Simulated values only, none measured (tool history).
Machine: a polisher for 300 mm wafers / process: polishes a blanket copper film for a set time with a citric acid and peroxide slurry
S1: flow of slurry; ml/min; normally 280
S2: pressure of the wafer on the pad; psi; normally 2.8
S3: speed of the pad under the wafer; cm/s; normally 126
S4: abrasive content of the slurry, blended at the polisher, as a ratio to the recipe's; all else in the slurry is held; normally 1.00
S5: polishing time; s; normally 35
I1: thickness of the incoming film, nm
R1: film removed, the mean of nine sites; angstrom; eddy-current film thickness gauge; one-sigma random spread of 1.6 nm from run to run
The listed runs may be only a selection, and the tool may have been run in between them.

run    hour   S1   S2   S3    S4  S5     I1    R1
  1     0.0  280  2.8  126  1.00  35  861.5   927
  2    47.7  280  3.4  126  1.00  35  860.2  1116
       92.9  -- worn pad replaced by a new one
  3   116.0  280  2.8  126  1.00  35  866.4  1036
  4   181.2  280  2.8  126  1.00  35  840.8  1012
      222.0  -- slurry nozzle cleaned
      254.5  -- slurry blender recalibrated
  5   285.1  280  2.8  126  1.00  35  847.3   955
  6   343.5  280  2.8  126  1.00  35  862.0   956
      424.0  -- head pressure recalibrated
  7   443.2  280  2.8  126  1.00  35  862.6   936
      458.4  -- worn pad replaced by a new one
  8   547.0  280  2.8  126  1.00  35  862.5   992
      631.9  -- slurry nozzle cleaned
  9   647.3  280  2.8  126  1.00  35  851.9   977
      656.1  -- slurry blender recalibrated
 10   750.7  280  2.8  160  1.00  35  862.7  1192
      828.6  -- worn pad replaced by a new one
 11   856.9  280  2.8  160  1.00  35  856.1  1275
 12   941.3  280  2.8  126  1.00  35  859.3   967
      959.2  -- head pressure recalibrated
      998.0  -- slurry nozzle cleaned
 13  1024.2  280  2.8  126  1.00  35  846.8   971
     1074.4  -- slurry blender recalibrated
 14  1121.9  280  2.8  126  1.00  30  853.6   818
     1159.9  -- worn pad replaced by a new one
 15  1195.5  280  2.8  126  1.00  35  856.8  1045
 16  1297.2  280  2.8  126  1.00  35  863.3   956
 17  1342.4  240  3.7  126  0.90  41  860.4  1363
     1424.7  -- slurry nozzle cleaned
 18  1427.9  280  2.8  142  1.00  39  867.5  1183
     1473.3  -- slurry blender recalibrated
     1509.1  -- worn pad replaced by a new one
 19  1509.6  195  2.8  110  1.25  45  853.4  1228
     1543.4  -- head pressure recalibrated
 20  1582.0  280  2.0   96  0.90  43  855.6   707
 21  1657.1  280  2.8  126  1.00  35  853.1   928
 22  1695.5  280  3.6  162  1.20  23  857.8   984
 23  1793.9  280  2.1  126  1.00  35  852.8   732
     1827.0  -- slurry nozzle cleaned
 24  1858.8  280  2.8  126  1.00  35  866.1   938

Table of differences, measured result less the result of that run with no hidden state. Run-to-run variation is the same in both. Gauge scatter possibly is not:
Hidden state present: removal rate lost through wear of the pad, %; slurry flow missing at the pad, %; deviation of the head's pressure from its setpoint, %; abrasive missing from the slurry, %.
run    R1
  1  -125
  2  -156
  3   -25
  4   -71
  5  -106
  6  -118
  7  -126
  8   -67
  9  -105
 10  -150
 11   -34
 12   -78
 13  -106
 14  -104
 15   -43
 16   -97
 17  -159
 18  -159
 19    -9
 20   -47
 21   -95
 22  -114
 23   -98
 24  -132

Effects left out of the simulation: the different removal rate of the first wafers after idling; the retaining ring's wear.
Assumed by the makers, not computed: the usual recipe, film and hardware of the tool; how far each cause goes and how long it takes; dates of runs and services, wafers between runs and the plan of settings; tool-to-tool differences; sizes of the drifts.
